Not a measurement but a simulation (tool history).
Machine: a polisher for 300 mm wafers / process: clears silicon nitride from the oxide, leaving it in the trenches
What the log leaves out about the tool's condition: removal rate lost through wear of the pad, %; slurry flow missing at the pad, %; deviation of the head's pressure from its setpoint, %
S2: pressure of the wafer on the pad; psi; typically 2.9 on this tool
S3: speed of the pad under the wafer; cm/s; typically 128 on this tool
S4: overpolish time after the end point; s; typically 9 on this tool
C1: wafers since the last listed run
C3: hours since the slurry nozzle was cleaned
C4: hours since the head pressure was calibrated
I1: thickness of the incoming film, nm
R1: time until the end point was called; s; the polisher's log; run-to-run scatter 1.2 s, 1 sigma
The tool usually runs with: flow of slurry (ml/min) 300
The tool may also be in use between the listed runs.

{"run": 1, "hour": 0.0, "flow of slurry (ml/min)": 300, "S2": 2.9, "S3": 128, "S4": 13, "C1": 0, "wafers polished on this pad": 969, "C3": 107.5, "C4": 1019.1, "I1": 89.9, "R1": 84.7}
{"run": 2, "hour": 31.8, "flow of slurry (ml/min)": 300, "S2": 2.9, "S3": 128, "S4": 9, "C1": 249, "wafers polished on this pad": 1218, "C3": 139.3, "C4": 1050.9, "I1": 90.1, "R1": 84.3}
{"run": 3, "hour": 94.4, "flow of slurry (ml/min)": 300, "S2": 2.9, "S3": 128, "S4": 9, "C1": 490, "wafers polished on this pad": 1709, "C3": 201.9, "C4": 1113.5, "I1": 88.8, "R1": 84.3}
{"run": 4, "hour": 160.7, "flow of slurry (ml/min)": 300, "S2": 2.9, "S3": 128, "S4": 9, "C1": 519, "wafers polished on this pad": 2228, "C3": 268.2, "C4": 1179.8, "I1": 92.0, "R1": 85.7}
{"run": 5, "hour": 200.6, "flow of slurry (ml/min)": 300, "S2": 2.9, "S3": 94, "S4": 9, "C1": 312, "wafers polished on this pad": 2540, "C3": 308.1, "C4": 1219.7, "I1": 91.9, "R1": 111.6}
{"hour": 243.7, "done": "head pressure recalibrated"}
{"run": 6, "hour": 244.2, "flow of slurry (ml/min)": 300, "S2": 2.9, "S3": 94, "S4": 9, "C1": 325, "wafers polished on this pad": 2866, "C3": 351.7, "C4": 0.5, "I1": 90.6, "R1": 108.9}
{"hour": 253.7, "done": "worn pad replaced by a new one"}
{"run": 7, "hour": 273.0, "flow of slurry (ml/min)": 270, "S2": 2.9, "S3": 128, "S4": 7, "C1": 194, "wafers polished on this pad": 150, "C3": 380.5, "C4": 29.3, "I1": 90.8, "R1": 88.0}
{"run": 8, "hour": 300.5, "flow of slurry (ml/min)": 270, "S2": 2.9, "S3": 128, "S4": 7, "C1": 215, "wafers polished on this pad": 366, "C3": 408.0, "C4": 56.8, "I1": 89.3, "R1": 86.8}
{"run": 9, "hour": 326.0, "flow of slurry (ml/min)": 300, "S2": 2.9, "S3": 128, "S4": 9, "C1": 199, "wafers polished on this pad": 565, "C3": 433.5, "C4": 82.3, "I1": 89.9, "R1": 86.1}
{"run": 10, "hour": 388.3, "flow of slurry (ml/min)": 300, "S2": 2.9, "S3": 128, "S4": 9, "C1": 487, "wafers polished on this pad": 1053, "C3": 495.8, "C4": 144.6, "I1": 88.7, "R1": 84.8}
{"run": 11, "hour": 420.5, "flow of slurry (ml/min)": 300, "S2": 2.9, "S3": 128, "S4": 9, "C1": 252, "wafers polished on this pad": 1305, "C3": 528.0, "C4": 176.8, "I1": 90.3, "R1": 88.6}
{"run": 12, "hour": 554.6, "flow of slurry (ml/min)": 300, "S2": 3.1, "S3": 128, "S4": 9, "C1": 1050, "wafers polished on this pad": 2356, "C3": 662.1, "C4": 310.9, "I1": 88.4, "R1": 79.9}
{"run": 13, "hour": 625.3, "flow of slurry (ml/min)": 300, "S2": 3.1, "S3": 128, "S4": 9, "C1": 553, "wafers polished on this pad": 2909, "C3": 732.8, "C4": 381.6, "I1": 90.8, "R1": 83.1}
{"hour": 637.4, "done": "worn pad replaced by a new one"}
{"run": 14, "hour": 688.8, "flow of slurry (ml/min)": 300, "S2": 2.9, "S3": 156, "S4": 9, "C1": 465, "wafers polished on this pad": 402, "C3": 796.3, "C4": 445.1, "I1": 89.3, "R1": 71.8}
{"hour": 727.0, "done": "slurry nozzle cleaned"}
{"run": 15, "hour": 747.6, "flow of slurry (ml/min)": 300, "S2": 2.9, "S3": 156, "S4": 9, "C1": 452, "wafers polished on this pad": 855, "C3": 20.6, "C4": 503.9, "I1": 89.0, "R1": 72.9}
{"run": 16, "hour": 785.1, "flow of slurry (ml/min)": 300, "S2": 2.9, "S3": 128, "S4": 9, "C1": 293, "wafers polished on this pad": 1148, "C3": 58.1, "C4": 541.4, "I1": 90.1, "R1": 91.1}
{"run": 17, "hour": 827.6, "flow of slurry (ml/min)": 300, "S2": 2.9, "S3": 128, "S4": 9, "C1": 332, "wafers polished on this pad": 1481, "C3": 100.6, "C4": 583.9, "I1": 90.0, "R1": 89.7}
{"run": 18, "hour": 941.3, "flow of slurry (ml/min)": 200, "S2": 2.9, "S3": 110, "S4": 9, "C1": 890, "wafers polished on this pad": 2372, "C3": 214.3, "C4": 697.6, "I1": 89.8, "R1": 113.9}
{"run": 19, "hour": 973.3, "flow of slurry (ml/min)": 300, "S2": 2.9, "S3": 128, "S4": 12, "C1": 250, "wafers polished on this pad": 2622, "C3": 246.3, "C4": 729.6, "I1": 91.0, "R1": 92.7}
{"run": 20, "hour": 999.6, "flow of slurry (ml/min)": 300, "S2": 2.9, "S3": 110, "S4": 11, "C1": 205, "wafers polished on this pad": 2828, "C3": 272.6, "C4": 755.9, "I1": 88.8, "R1": 104.6}
{"run": 21, "hour": 1053.6, "flow of slurry (ml/min)": 300, "S2": 3.6, "S3": 128, "S4": 5, "C1": 422, "wafers polished on this pad": 3251, "C3": 326.6, "C4": 809.9, "I1": 90.3, "R1": 80.4}
{"hour": 1082.6, "done": "worn pad replaced by a new one"}
{"hour": 1087.5, "done": "slurry nozzle cleaned, repeated, since the last time left the tool worse"}
{"run": 22, "hour": 1120.3, "flow of slurry (ml/min)": 255, "S2": 2.9, "S3": 128, "S4": 9, "C1": 483, "wafers polished on this pad": 287, "C3": 32.8, "C4": 876.6, "I1": 88.5, "R1": 84.2}
{"run": 23, "hour": 1188.0, "flow of slurry (ml/min)": 300, "S2": 2.9, "S3": 128, "S4": 9, "C1": 530, "wafers polished on this pad": 817, "C3": 100.5, "C4": 944.3, "I1": 90.8, "R1": 83.8}
{"run": 24, "hour": 1252.4, "flow of slurry (ml/min)": 345, "S2": 2.9, "S3": 156, "S4": 4, "C1": 504, "wafers polished on this pad": 1322, "C3": 164.9, "C4": 1008.7, "I1": 90.4, "R1": 70.4}
{"run": 25, "hour": 1304.8, "flow of slurry (ml/min)": 300, "S2": 2.9, "S3": 128, "S4": 13, "C1": 410, "wafers polished on this pad": 1732, "C3": 217.3, "C4": 1061.1, "I1": 88.9, "R1": 85.5}
{"hour": 1307.6, "done": "head pressure recalibrated"}
{"run": 26, "hour": 1342.8, "flow of slurry (ml/min)": 300, "S2": 2.9, "S3": 128, "S4": 9, "C1": 281, "wafers polished on this pad": 2014, "C3": 255.3, "C4": 35.2, "I1": 91.0, "R1": 86.6}
{"run": 27, "hour": 1460.5, "flow of slurry (ml/min)": 300, "S2": 3.3, "S3": 114, "S4": 13, "C1": 921, "wafers polished on this pad": 2936, "C3": 373.0, "C4": 152.9, "I1": 89.6, "R1": 84.4}
{"hour": 1481.4, "done": "worn pad replaced by a new one"}
{"run": 28, "hour": 1526.5, "flow of slurry (ml/min)": 250, "S2": 2.9, "S3": 128, "S4": 9, "C1": 485, "wafers polished on this pad": 352, "C3": 439.0, "C4": 218.9, "I1": 90.6, "R1": 89.9}
{"run": 29, "hour": 1569.3, "flow of slurry (ml/min)": 300, "S2": 2.9, "S3": 96, "S4": 4, "C1": 335, "wafers polished on this pad": 688, "C3": 481.8, "C4": 261.7, "I1": 89.6, "R1": 106.2}
{"run": 30, "hour": 1632.5, "flow of slurry (ml/min)": 370, "S2": 2.9, "S3": 128, "S4": 9, "C1": 494, "wafers polished on this pad": 1183, "C3": 545.0, "C4": 324.9, "I1": 90.0, "R1": 84.7}
{"run": 31, "hour": 1699.3, "flow of slurry (ml/min)": 230, "S2": 3.8, "S3": 128, "S4": 11, "C1": 523, "wafers polished on this pad": 1706, "C3": 611.8, "C4": 391.7, "I1": 89.5, "R1": 72.8}
{"run": 32, "hour": 1731.2, "flow of slurry (ml/min)": 300, "S2": 2.6, "S3": 148, "S4": 9, "C1": 249, "wafers polished on this pad": 1955, "C3": 643.7, "C4": 423.6, "I1": 90.4, "R1": 81.8}
{"run": 33, "hour": 1790.2, "flow of slurry (ml/min)": 300, "S2": 2.9, "S3": 128, "S4": 7, "C1": 462, "wafers polished on this pad": 2417, "C3": 702.7, "C4": 482.6, "I1": 90.4, "R1": 88.7}
{"run": 34, "hour": 1818.0, "flow of slurry (ml/min)": 300, "S2": 3.6, "S3": 128, "S4": 9, "C1": 217, "wafers polished on this pad": 2635, "C3": 730.5, "C4": 510.4, "I1": 88.7, "R1": 73.7}
{"run": 35, "hour": 1865.5, "flow of slurry (ml/min)": 300, "S2": 2.9, "S3": 114, "S4": 12, "C1": 371, "wafers polished on this pad": 3007, "C3": 778.0, "C4": 557.9, "I1": 89.3, "R1": 95.4}
{"hour": 1885.1, "done": "slurry nozzle cleaned"}
{"run": 36, "hour": 1915.4, "flow of slurry (ml/min)": 240, "S2": 2.9, "S3": 100, "S4": 9, "C1": 382, "wafers polished on this pad": 3390, "C3": 30.3, "C4": 607.8, "I1": 88.8, "R1": 101.3}
{"hour": 1933.8, "done": "worn pad replaced by a new one"}
{"run": 37, "hour": 1960.8, "flow of slurry (ml/min)": 300, "S2": 2.9, "S3": 128, "S4": 9, "C1": 324, "wafers polished on this pad": 211, "C3": 75.7, "C4": 653.2, "I1": 90.0, "R1": 83.5}

Branching from run 37: 4 alternative next runs. What would each branch give?
{"run": "A", "hour": 1961.2, "flow of slurry (ml/min)": 245, "S2": 2.9, "S3": 128, "S4": 9, "C1": 3, "wafers polished on this pad": 214, "C3": 76.1, "C4": 653.6, "I1": 88.2, "R1": "?"}
{"run": "B", "hour": 1961.2, "flow of slurry (ml/min)": 300, "S2": 3.4, "S3": 128, "S4": 9, "C1": 3, "wafers polished on this pad": 214, "C3": 76.1, "C4": 653.6, "I1": 88.2, "R1": "?"}
{"run": "C", "hour": 1961.2, "flow of slurry (ml/min)": 250, "S2": 2.9, "S3": 84, "S4": 11, "C1": 3, "wafers polished on this pad": 214, "C3": 76.1, "C4": 653.6, "I1": 88.2, "R1": "?"}
{"run": "D", "hour": 1961.2, "flow of slurry (ml/min)": 265, "S2": 2.9, "S3": 152, "S4": 9, "C1": 3, "wafers polished on this pad": 214, "C3": 76.1, "C4": 653.6, "I1": 88.2, "R1": "?"}

run=A R1=86.3
run=B R1=75.2
run=C R1=119.6
run=D R1=74.1
Stripped of hidden state, with their random variation kept, the same runs would have yielded:
run=A R1=85.7
run=B R1=74.8
run=C R1=118.8
run=D R1=73.6
